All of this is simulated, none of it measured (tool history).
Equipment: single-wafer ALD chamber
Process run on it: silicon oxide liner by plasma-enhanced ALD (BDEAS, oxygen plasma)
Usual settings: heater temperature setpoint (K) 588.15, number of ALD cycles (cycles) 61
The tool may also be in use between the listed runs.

run	hour	heater temperature setpoint (K)	number of ALD cycles (cycles)	wafers since the last listed run	hours since the last thermocouple change	hours since the gauge calibration	read-back reference wafer on the same gauge, thickness_nm	mean film thickness on the monitor wafer (Å)
1	0.0	596.15	61	0	984.4	382.0	5.400	61.16
2	27.3	596.15	61	150	1011.7	409.3	5.395	60.69
3	53.8	588.15	61	146	1038.2	435.8	5.395	61.58
4	78.1	588.15	61	134	1062.5	460.1	5.399	61.64
5	95.8	588.15	61	97	1080.2	477.8	5.402	61.56
6	118.5	588.15	61	125	1102.9	500.5	5.403	61.36
7	133.4	588.15	61	82	1117.8	515.4	5.397	61.45
8	153.0	588.15	61	108	1137.4	535.0	5.402	61.48
9	174.0	588.15	61	115	1158.4	556.0	5.398	61.60
10	209.6	588.15	61	196	1194.0	591.6	5.401	61.81
11	227.3	588.15	61	97	1211.7	609.3	5.395	61.38
12	256.1	583.15	61	158	1240.5	638.1	5.400	61.97
# hour 286.2: gauge calibrated
13	286.8	578.15	65	169	1271.2	0.6	5.394	66.27
14	306.8	588.15	61	110	1291.2	20.6	5.405	61.61
15	333.0	588.15	61	144	1317.4	46.8	5.398	61.60
16	355.2	588.15	61	122	1339.6	69.0	5.393	61.59
17	374.7	588.15	56	107	1359.1	88.5	5.405	56.69
# hour 399.2: thermocouple changed; heater temperature recalibrated
18	399.7	588.15	61	93	0.5	113.5	5.394	61.82
19	407.8	583.15	61	44	8.6	121.6	5.401	62.00
20	427.6	588.15	73	109	28.4	141.4	5.403	73.38
21	454.9	599.15	52	150	55.7	168.7	5.406	51.75
22	489.0	588.15	61	188	89.8	202.8	5.401	61.47
23	505.1	601.15	57	88	105.9	218.9	5.398	56.65
24	523.7	574.15	56	102	124.5	237.5	5.401	57.82
25	558.1	600.15	51	189	158.9	271.9	5.399	50.62
26	572.2	576.15	61	77	173.0	286.0	5.406	62.30
27	589.5	576.15	68	95	190.3	303.3	5.397	69.60
28	605.8	580.15	55	89	206.6	319.6	5.403	56.05
29	632.6	588.15	61	147	233.4	346.4	5.400	61.71

What if the next run were any one of these 5? Each begins from the tool's condition after run 29:
A	633.1	581.15	61	2	233.9	346.9	?	?
B	633.1	594.15	56	2	233.9	346.9	?	?
C	633.1	598.15	65	2	233.9	346.9	?	?
D	633.1	588.15	69	2	233.9	346.9	?	?
E	633.1	588.15	64	2	233.9	346.9	?	?

run	read-back reference wafer on the same gauge, thickness_nm	mean film thickness on the monitor wafer (Å)
A	5.402	62.10
B	5.402	56.08
C	5.402	64.77
D	5.402	69.63
E	5.402	64.58
Had the tool no hidden state, the same runs would have come out as:
run	mean film thickness on the monitor wafer (Å)
A	62.10
B	56.08
C	64.77
D	69.63
E	64.58
